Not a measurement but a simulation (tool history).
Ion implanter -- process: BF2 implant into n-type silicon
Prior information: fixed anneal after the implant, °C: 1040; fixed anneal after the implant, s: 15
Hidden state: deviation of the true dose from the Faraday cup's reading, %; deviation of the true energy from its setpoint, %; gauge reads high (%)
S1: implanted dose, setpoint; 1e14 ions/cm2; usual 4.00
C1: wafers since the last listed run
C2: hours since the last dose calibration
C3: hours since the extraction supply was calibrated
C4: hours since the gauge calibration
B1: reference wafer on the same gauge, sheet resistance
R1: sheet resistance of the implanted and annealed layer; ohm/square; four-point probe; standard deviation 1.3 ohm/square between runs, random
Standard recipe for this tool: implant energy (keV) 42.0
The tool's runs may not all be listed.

Run 1, hour 0.0: usual settings; C1 0; C2 1049.4; C3 4899.1; C4 615.4; B1 286.48. Result: R1 274.64 ohm/square.
Run 2, hour 101.7: usual settings; C1 2541; C2 1151.1; C3 5000.8; C4 717.1; B1 286.14. Result: R1 274.56 ohm/square.
Run 3, hour 204.2: usual settings; C1 2561; C2 1253.6; C3 5103.3; C4 819.6; B1 286.00. Result: R1 272.49 ohm/square.
Run 4, hour 247.3: usual settings; C1 1077; C2 1296.7; C3 5146.4; C4 862.7; B1 285.94. Result: R1 274.64 ohm/square.
Run 5, hour 341.4: usual settings; C1 2351; C2 1390.8; C3 5240.5; C4 956.8; B1 286.23. Result: R1 272.52 ohm/square.
Run 6, hour 378.8: usual settings; C1 934; C2 1428.2; C3 5277.9; C4 994.2; B1 286.02. Result: R1 272.89 ohm/square.
Run 7, hour 416.7: usual settings; C1 947; C2 1466.1; C3 5315.8; C4 1032.1; B1 285.78. Result: R1 273.75 ohm/square.
Run 8, hour 506.4: usual settings but S1 3.54 1e14 ions/cm2; C1 2241; C2 1555.8; C3 5405.5; C4 1121.8; B1 286.22. Result: R1 300.65 ohm/square.
Run 9, hour 561.3: usual settings; C1 1372; C2 1610.7; C3 5460.4; C4 1176.7; B1 286.20. Result: R1 273.55 ohm/square.
Run 10, hour 618.7: usual settings but implant energy (keV) 47.0; C1 1434; C2 1668.1; C3 5517.8; C4 1234.1; B1 285.75. Result: R1 266.84 ohm/square.
Run 11, hour 661.6: usual settings but implant energy (keV) 52.0; C1 1072; C2 1711.0; C3 5560.7; C4 1277.0; B1 286.15. Result: R1 264.99 ohm/square.
Run 12, hour 699.6: usual settings but implant energy (keV) 52.0; C1 949; C2 1749.0; C3 5598.7; C4 1315.0; B1 285.83. Result: R1 265.43 ohm/square.
Run 13, hour 792.1: usual settings but implant energy (keV) 35.0; C1 2311; C2 1841.5; C3 5691.2; C4 1407.5; B1 285.89. Result: R1 274.67 ohm/square.
Run 14, hour 832.4: usual settings but implant energy (keV) 35.0; C1 1007; C2 1881.8; C3 5731.5; C4 1447.8; B1 286.38. Result: R1 277.82 ohm/square.
Run 15, hour 887.9: usual settings but implant energy (keV) 36.0; C1 1387; C2 1937.3; C3 5787.0; C4 1503.3; B1 286.03. Result: R1 275.00 ohm/square.
At hour 963.8: extraction supply calibrated.
Run 16, hour 987.4: usual settings but S1 4.43 1e14 ions/cm2, implant energy (keV) 33.5; C1 2286; C2 2036.8; C3 23.6; C4 1602.8; B1 286.18. Result: R1 250.92 ohm/square.
Run 17, hour 1028.2: usual settings but S1 4.61 1e14 ions/cm2, implant energy (keV) 53.0; C1 1019; C2 2077.6; C3 64.4; C4 1643.6; B1 286.46. Result: R1 233.46 ohm/square.
Run 18, hour 1068.2: usual settings but implant energy (keV) 36.0; C1 999; C2 2117.6; C3 104.4; C4 1683.6; B1 286.05. Result: R1 273.70 ohm/square.
Run 19, hour 1119.5: usual settings but S1 3.70 1e14 ions/cm2; C1 1282; C2 2168.9; C3 155.7; C4 1734.9; B1 286.33. Result: R1 286.23 ohm/square.
At hour 1180.0: Faraday cup replaced and dose calibrated.
At hour 1194.5: gauge calibrated.
Run 20, hour 1209.9: usual settings but S1 4.77 1e14 ions/cm2, implant energy (keV) 56.5; C1 2059; C2 29.9; C3 246.1; C4 15.4; B1 286.12. Result: R1 236.79 ohm/square.
Run 21, hour 1391.5: usual settings but S1 3.06 1e14 ions/cm2, implant energy (keV) 27.5; C1 4538; C2 211.5; C3 427.7; C4 197.0; B1 286.24. Result: R1 363.98 ohm/square.
Run 22, hour 1511.3: usual settings but implant energy (keV) 46.0; C1 2994; C2 331.3; C3 547.5; C4 316.8; B1 285.77. Result: R1 277.35 ohm/square.
Run 23, hour 1606.3: usual settings; C1 2374; C2 426.3; C3 642.5; C4 411.8; B1 285.88. Result: R1 280.85 ohm/square.
Run 24, hour 1669.7: usual settings but implant energy (keV) 30.5; C1 1584; C2 489.7; C3 705.9; C4 475.2; B1 285.84. Result: R1 288.69 ohm/square.
Run 25, hour 1735.6: usual settings; C1 1646; C2 555.6; C3 771.8; C4 541.1; B1 285.79. Result: R1 279.08 ohm/square.
Run 26, hour 1791.7: usual settings but S1 4.50 1e14 ions/cm2, implant energy (keV) 36.0; C1 1402; C2 611.7; C3 827.9; C4 597.2; B1 285.83. Result: R1 257.79 ohm/square.
Run 27, hour 1882.6: usual settings but S1 4.84 1e14 ions/cm2, implant energy (keV) 47.5; C1 2271; C2 702.6; C3 918.8; C4 688.1; B1 285.83. Result: R1 234.97 ohm/square.
Run 28, hour 1950.9: usual settings but S1 4.68 1e14 ions/cm2, implant energy (keV) 28.5; C1 1706; C2 770.9; C3 987.1; C4 756.4; B1 286.19. Result: R1 252.21 ohm/square.
Run 29, hour 2004.2: usual settings; C1 1332; C2 824.2; C3 1040.4; C4 809.7; B1 286.13. Result: R1 278.72 ohm/square.
Run 30, hour 2105.2: usual settings but S1 2.85 1e14 ions/cm2, implant energy (keV) 28.5; C1 2524; C2 925.2; C3 1141.4; C4 910.7; B1 286.09. Result: R1 383.89 ohm/square.
Run 31, hour 2182.1: usual settings but S1 3.48 1e14 ions/cm2, implant energy (keV) 34.0; C1 1921; C2 1002.1; C3 1218.3; C4 987.6; B1 285.69. Result: R1 318.35 ohm/square.
Run 32, hour 2226.2: usual settings but S1 4.38 1e14 ions/cm2; C1 1102; C2 1046.2; C3 1262.4; C4 1031.7; B1 285.63. Result: R1 257.92 ohm/square.

Each run again, without the hidden state but with its own random variation kept:
run      R1
  1  280.02
  2  280.43
  3  278.81
  4  281.21
  5  279.49
  6  280.04
  7  281.10
  8  309.15
  9  281.59
 10  274.87
 11  273.08
 12  273.70
 13  283.92
 14  287.37
 15  284.72
 16  260.22
 17  242.16
 18  284.23
 19  297.37
 20  234.78
 21  362.00
 22  276.45
 23  280.40
 24  288.54
 25  279.25
 26  258.21
 27  235.73
 28  253.32
 29  280.21
 30  386.63
 31  321.06
 32  260.30

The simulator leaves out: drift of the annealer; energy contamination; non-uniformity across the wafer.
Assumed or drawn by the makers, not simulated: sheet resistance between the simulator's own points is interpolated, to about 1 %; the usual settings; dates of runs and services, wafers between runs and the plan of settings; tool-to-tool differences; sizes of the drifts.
